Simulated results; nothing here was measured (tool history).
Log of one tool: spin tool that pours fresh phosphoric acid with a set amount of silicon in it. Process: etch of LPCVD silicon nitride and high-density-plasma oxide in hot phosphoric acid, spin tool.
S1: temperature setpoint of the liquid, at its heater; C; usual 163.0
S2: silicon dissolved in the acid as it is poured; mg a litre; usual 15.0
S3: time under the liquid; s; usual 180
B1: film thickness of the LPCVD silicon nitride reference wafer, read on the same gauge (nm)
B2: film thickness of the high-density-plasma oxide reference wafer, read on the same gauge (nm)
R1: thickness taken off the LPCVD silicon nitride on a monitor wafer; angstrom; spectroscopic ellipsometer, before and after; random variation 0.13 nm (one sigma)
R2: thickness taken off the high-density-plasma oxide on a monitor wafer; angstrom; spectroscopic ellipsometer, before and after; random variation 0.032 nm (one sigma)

{"run": 1, "hour": 0.0, "S1": 163.0, "S2": 15.0, "S3": 180, "B1": 70.0, "B2": 119.996, "R1": 164.9, "R2": 4.06}
{"hour": 20.9, "done": "gauge calibrated"}
{"run": 2, "hour": 28.7, "S1": 163.0, "S2": 15.0, "S3": 180, "B1": 70.02, "B2": 119.976, "R1": 163.6, "R2": 3.99}
{"run": 3, "hour": 59.6, "S1": 163.0, "S2": 24.0, "S3": 245, "B1": 69.99, "B2": 119.989, "R1": 221.9, "R2": 4.11}
{"run": 4, "hour": 87.8, "S1": 163.0, "S2": 15.0, "S3": 180, "B1": 70.07, "B2": 120.02, "R1": 165.6, "R2": 3.65}
{"run": 5, "hour": 115.6, "S1": 163.0, "S2": 15.0, "S3": 180, "B1": 70.04, "B2": 119.997, "R1": 164.4, "R2": 3.79}
{"hour": 132.8, "done": "thermometer replaced"}
{"run": 6, "hour": 134.3, "S1": 163.0, "S2": 5.0, "S3": 270, "B1": 70.0, "B2": 119.975, "R1": 243.7, "R2": 7.99}
{"hour": 161.5, "done": "heated supply line repaired"}
{"run": 7, "hour": 163.3, "S1": 163.0, "S2": 15.0, "S3": 130, "B1": 70.0, "B2": 119.979, "R1": 119.0, "R2": 2.45}
{"run": 8, "hour": 192.0, "S1": 163.0, "S2": 15.0, "S3": 180, "B1": 69.99, "B2": 119.994, "R1": 164.1, "R2": 3.87}
{"run": 9, "hour": 206.3, "S1": 161.5, "S2": 10.5, "S3": 180, "B1": 69.98, "B2": 120.027, "R1": 157.1, "R2": 4.01}
{"run": 10, "hour": 238.7, "S1": 160.0, "S2": 4.0, "S3": 270, "B1": 70.01, "B2": 120.017, "R1": 224.4, "R2": 6.33}
{"hour": 256.8, "done": "dissolved silicon flow meter replaced"}
{"run": 11, "hour": 342.7, "S1": 163.0, "S2": 15.0, "S3": 180, "B1": 70.06, "B2": 119.987, "R1": 167.4, "R2": 3.92}
{"run": 12, "hour": 377.1, "S1": 163.0, "S2": 15.0, "S3": 180, "B1": 69.98, "B2": 119.99, "R1": 163.1, "R2": 3.5}
{"run": 13, "hour": 402.9, "S1": 163.0, "S2": 8.5, "S3": 145, "B1": 69.98, "B2": 120.027, "R1": 132.9, "R2": 3.67}
{"run": 14, "hour": 415.3, "S1": 163.0, "S2": 15.0, "S3": 180, "B1": 69.98, "B2": 120.009, "R1": 165.8, "R2": 3.77}
{"run": 15, "hour": 428.4, "S1": 163.0, "S2": 15.0, "S3": 180, "B1": 70.0, "B2": 119.984, "R1": 165.0, "R2": 3.81}
{"run": 16, "hour": 462.0, "S1": 164.0, "S2": 24.5, "S3": 105, "B1": 70.01, "B2": 120.0, "R1": 99.9, "R2": 1.46}
{"run": 17, "hour": 495.8, "S1": 162.0, "S2": 15.0, "S3": 180, "B1": 69.99, "B2": 119.996, "R1": 160.7, "R2": 3.87}
{"run": 18, "hour": 508.4, "S1": 160.5, "S2": 6.0, "S3": 125, "B1": 70.01, "B2": 120.009, "R1": 105.3, "R2": 2.64}
{"run": 19, "hour": 534.6, "S1": 165.0, "S2": 7.0, "S3": 180, "B1": 69.99, "B2": 120.017, "R1": 176.0, "R2": 6.42}
{"run": 20, "hour": 565.3, "S1": 163.0, "S2": 23.5, "S3": 250, "B1": 69.96, "B2": 119.997, "R1": 227.9, "R2": 4.76}

The tool's hidden state at each run:
liquid colder than its thermometer reads (K): 0 in every run
dissolved silicon flow above the setpoint (%): 0 in every run
temperature lost on the way to the wafer (K): 0 in every run
gauge reads high (%): 0 in every run
